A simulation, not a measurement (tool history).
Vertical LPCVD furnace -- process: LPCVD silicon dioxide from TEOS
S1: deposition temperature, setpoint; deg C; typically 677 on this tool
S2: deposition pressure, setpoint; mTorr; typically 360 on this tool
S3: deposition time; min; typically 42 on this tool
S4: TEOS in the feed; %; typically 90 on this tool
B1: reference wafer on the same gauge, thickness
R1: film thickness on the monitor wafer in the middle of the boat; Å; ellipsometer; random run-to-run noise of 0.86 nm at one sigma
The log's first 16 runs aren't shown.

run	day	S1	S2	S3	S4	B1	R1
17	15.546	677	360	50	83	260.82	2536.4
# day 16.704: TEOS flow controller replaced
18	17.012	685	410	26.5	97	260.92	1892.9
19	18.367	672	390	53	77	261.12	2387.6
20	19.283	684	360	42	90	261.01	2637.1
21	19.896	677	280	42	90	261	1967.5
22	20.625	687	360	42	90	260.94	2847.4
23	22.121	677	360	42	90	261.3	2226.7
24	22.671	677	325	57	97	261.02	2970.7
25	23.321	677	360	42	90	261.02	2220.4
26	24.188	677	360	42	90	261.1	2223.1
27	25.117	677	360	42	90	260.99	2237.4
28	25.979	677	360	29	90	261.28	1536.7
29	27.054	677	360	42	90	260.84	2227
30	28.388	682	425	53	77	261.14	3200.1
31	29.6	677	360	42	90	261.07	2221.1

4 ways to go on from here, each from the tool as it stands after run 31. What would each give?
A	29.783	677	360	42	90	?	?
B	29.783	673	360	30	90	?	?
C	29.783	683	405	42	90	?	?
D	29.783	677	360	42	82	?	?

run	B1	R1
A	260.85	2237
B	260.85	1448.6
C	260.85	2744.4
D	260.85	2135.3
Had the tool no hidden state, the same runs would have come out as:
run	R1
A	2234.5
B	1447
C	2741.3
D	2132.9
